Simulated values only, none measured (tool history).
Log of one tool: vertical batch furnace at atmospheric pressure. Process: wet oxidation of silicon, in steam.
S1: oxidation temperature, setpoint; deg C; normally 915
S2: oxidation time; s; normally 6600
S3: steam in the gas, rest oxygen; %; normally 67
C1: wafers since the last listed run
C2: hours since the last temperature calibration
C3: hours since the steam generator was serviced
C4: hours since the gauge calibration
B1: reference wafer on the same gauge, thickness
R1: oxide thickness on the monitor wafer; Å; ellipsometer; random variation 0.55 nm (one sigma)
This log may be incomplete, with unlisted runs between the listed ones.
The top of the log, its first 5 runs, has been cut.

Run 6, day 17.762: usual settings but S3 61 %; C1 1206; C2 1830.3; C3 1185.2; C4 408.1; B1 247.92. Result: R1 2167.2 Å.
Run 7, day 20.725: usual settings but S3 61 %; C1 798; C2 1901.4; C3 1256.3; C4 479.2; B1 248.35. Result: R1 2172.3 Å.
Run 8, day 23.696: usual settings but S1 923 deg C; C1 801; C2 1972.7; C3 1327.6; C4 550.5; B1 248.13. Result: R1 2550.8 Å.
Run 9, day 27.575: usual settings but S1 923 deg C; C1 1046; C2 2065.8; C3 1420.7; C4 643.6; B1 248.06. Result: R1 2552.2 Å.
Run 10, day 30.479: usual settings but S3 75 %; C1 783; C2 2135.5; C3 1490.4; C4 713.3; B1 248.12. Result: R1 2570.4 Å.
Run 11, day 32.746: usual settings but S3 75 %; C1 611; C2 2189.9; C3 1544.8; C4 767.7; B1 247.73. Result: R1 2575.0 Å.
Run 12, day 34.350: usual settings but S3 73 %; C1 432; C2 2228.4; C3 1583.3; C4 806.2; B1 248.15. Result: R1 2515.9 Å.
Run 13, day 36.150: usual settings; C1 485; C2 2271.6; C3 1626.5; C4 849.4; B1 247.61. Result: R1 2338.2 Å.
Run 14, day 37.692: usual settings; C1 415; C2 2308.6; C3 1663.5; C4 886.4; B1 247.84. Result: R1 2341.3 Å.
Run 15, day 41.600: usual settings; C1 1053; C2 2402.4; C3 1757.3; C4 980.2; B1 248.06. Result: R1 2339.4 Å.
Run 16, day 45.921: usual settings; C1 1165; C2 2506.1; C3 1861.0; C4 1083.9; B1 247.95. Result: R1 2326.6 Å.
Run 17, day 48.825: usual settings; C1 783; C2 2575.8; C3 1930.7; C4 1153.6; B1 247.88. Result: R1 2336.5 Å.
Run 18, day 53.025: usual settings but S1 898 deg C, S3 70 %; C1 1132; C2 2676.6; C3 2031.5; C4 1254.4; B1 248.11. Result: R1 1964.5 Å.
Run 19, day 55.254: usual settings but S1 898 deg C, S3 70 %; C1 601; C2 2730.1; C3 2085.0; C4 1307.9; B1 248.00. Result: R1 1966.8 Å.
Run 20, day 58.525: usual settings but S3 61 %; C1 881; C2 2808.6; C3 2163.5; C4 1386.4; B1 248.03. Result: R1 2156.9 Å.
At day 62.729: steam generator serviced.
Run 21, day 62.750: usual settings but S1 904 deg C, S2 7620 s, S3 55 %; C1 869; C2 2910.0; C3 0.5; C4 1487.8; B1 248.02. Result: R1 1988.7 Å.
Run 22, day 64.412: usual settings; C1 448; C2 2949.9; C3 40.4; C4 1527.7; B1 248.20. Result: R1 2378.7 Å.
At day 64.621: gauge calibrated.
Run 23, day 66.571: usual settings but S1 938 deg C; C1 581; C2 3001.7; C3 92.2; C4 46.8; B1 247.96. Result: R1 2996.9 Å.
At day 69.250: thermocouples replaced and temperature profile calibrated.
Run 24, day 70.688: usual settings but S1 892 deg C, S2 4080 s; C1 840; C2 34.5; C3 191.0; C4 145.6; B1 247.85. Result: R1 1120.5 Å.
Run 25, day 73.658: usual settings but S2 9540 s; C1 801; C2 105.8; C3 262.3; C4 216.9; B1 248.17. Result: R1 3171.1 Å.
Run 26, day 77.788: usual settings but S1 933 deg C, S2 5100 s, S3 60 %; C1 1113; C2 204.9; C3 361.4; C4 316.0; B1 247.88. Result: R1 2085.2 Å.
Run 27, day 80.912: usual settings but S1 923 deg C, S2 5400 s, S3 72 %; C1 842; C2 279.9; C3 436.4; C4 391.0; B1 248.10. Result: R1 2287.4 Å.
Run 28, day 84.071: usual settings but S1 935 deg C, S3 60 %; C1 851; C2 355.7; C3 512.2; C4 466.8; B1 247.98. Result: R1 2630.7 Å.
Run 29, day 86.317: usual settings; C1 605; C2 409.6; C3 566.1; C4 520.7; B1 248.09. Result: R1 2337.7 Å.

Run 30 is up next; what results do you expect?
Run 30, day 90.525: usual settings but S3 75 %; C1 1134; C2 510.6; C3 667.1; C4 621.7; B1 ?. Result: R1 ?.

{"run 30": {"B1": 248.09, "R1": 2565.9}}
Take away the tool's hidden state, keep the run-to-run variation as it was, and the same run would have given R1 2575.9 Å.
